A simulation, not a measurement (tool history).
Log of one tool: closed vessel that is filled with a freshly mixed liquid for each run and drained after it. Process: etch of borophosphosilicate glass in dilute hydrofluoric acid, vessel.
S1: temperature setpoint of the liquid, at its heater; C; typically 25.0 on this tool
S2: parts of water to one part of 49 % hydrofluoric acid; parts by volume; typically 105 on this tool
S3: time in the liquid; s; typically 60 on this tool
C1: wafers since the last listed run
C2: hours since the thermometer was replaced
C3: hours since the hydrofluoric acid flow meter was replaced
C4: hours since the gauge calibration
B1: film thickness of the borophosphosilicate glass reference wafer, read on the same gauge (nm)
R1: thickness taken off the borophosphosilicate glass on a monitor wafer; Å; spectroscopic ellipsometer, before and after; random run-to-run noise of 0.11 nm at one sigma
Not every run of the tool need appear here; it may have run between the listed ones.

run,hour,S1,S2,S3,C1,C2,C3,C4,B1,R1
1,0.0,23.0,105,60,0,1031.8,350.5,1174.7,136.51,217.8
# hour 23.9: gauge calibrated
# hour 49.8: thermometer replaced
2,79.4,25.0,105,60,6671,29.6,429.9,55.5,129.80,225.6
3,312.4,25.0,105,80,19827,262.6,662.9,288.5,130.22,302.4
4,385.5,25.0,105,80,6220,335.7,736.0,361.6,130.46,303.8
5,489.9,25.0,105,80,8884,440.1,840.4,466.0,130.91,304.5
# hour 525.2: hydrofluoric acid flow meter replaced
6,557.9,25.0,105,60,5701,508.1,32.7,534.0,131.19,230.9
7,596.6,25.0,105,60,3293,546.8,71.4,572.7,131.40,230.2
8,811.5,25.0,105,60,18287,761.7,286.3,787.6,132.82,232.6
9,896.2,25.0,105,60,7207,846.4,371.0,872.3,133.52,235.9
10,956.9,21.0,105,60,5165,907.1,431.7,933.0,134.03,199.2
11,1016.6,25.0,105,60,5080,966.8,491.4,992.7,134.61,235.1
# hour 1043.8: gauge calibrated
# hour 1045.8: thermometer replaced
12,1083.1,29.5,65,80,5573,37.3,557.9,39.3,129.58,614.8
13,1170.2,25.0,150,90,7411,124.4,645.0,126.4,129.68,224.3
14,1232.5,29.0,105,70,5301,186.7,707.3,188.7,129.76,312.2
# hour 1246.8: hydrofluoric acid flow meter replaced
15,1327.5,29.0,105,60,7999,281.7,80.7,283.7,129.98,266.1
16,1420.2,25.0,105,75,7888,374.4,173.4,376.4,130.27,282.1
17,1511.7,28.5,155,60,7786,465.9,264.9,467.9,130.69,165.8

Take each entry between the runs: how does the hidden state at the last listed run before it differ from the hidden state at the first listed run after it?
Logged between run 1 and run 2: gauge calibrated (hour 23.9); thermometer replaced (hour 49.8)
  gauge reads high (%): 5 -> -0.125
  measured value less the no-hidden-state value, R1: +10.4 -> -0.3 Å
Logged between run 5 and run 6: hydrofluoric acid flow meter replaced (hour 525.2)
  gauge reads high (%): 0.674 -> 0.928
  measured value less the no-hidden-state value, R1: +2.1 -> +2.1 Å
Logged between run 11 and run 12: gauge calibrated (hour 1043.8); thermometer replaced (hour 1045.8)
  gauge reads high (%): 3.54 -> -0.308
  measured value less the no-hidden-state value, R1: +8.0 -> -1.9 Å
Logged between run 14 and run 15: hydrofluoric acid flow meter replaced (hour 1246.8)
  gauge reads high (%): -0.181 -> -0.013
  measured value less the no-hidden-state value, R1: -0.6 -> +0.0 Å
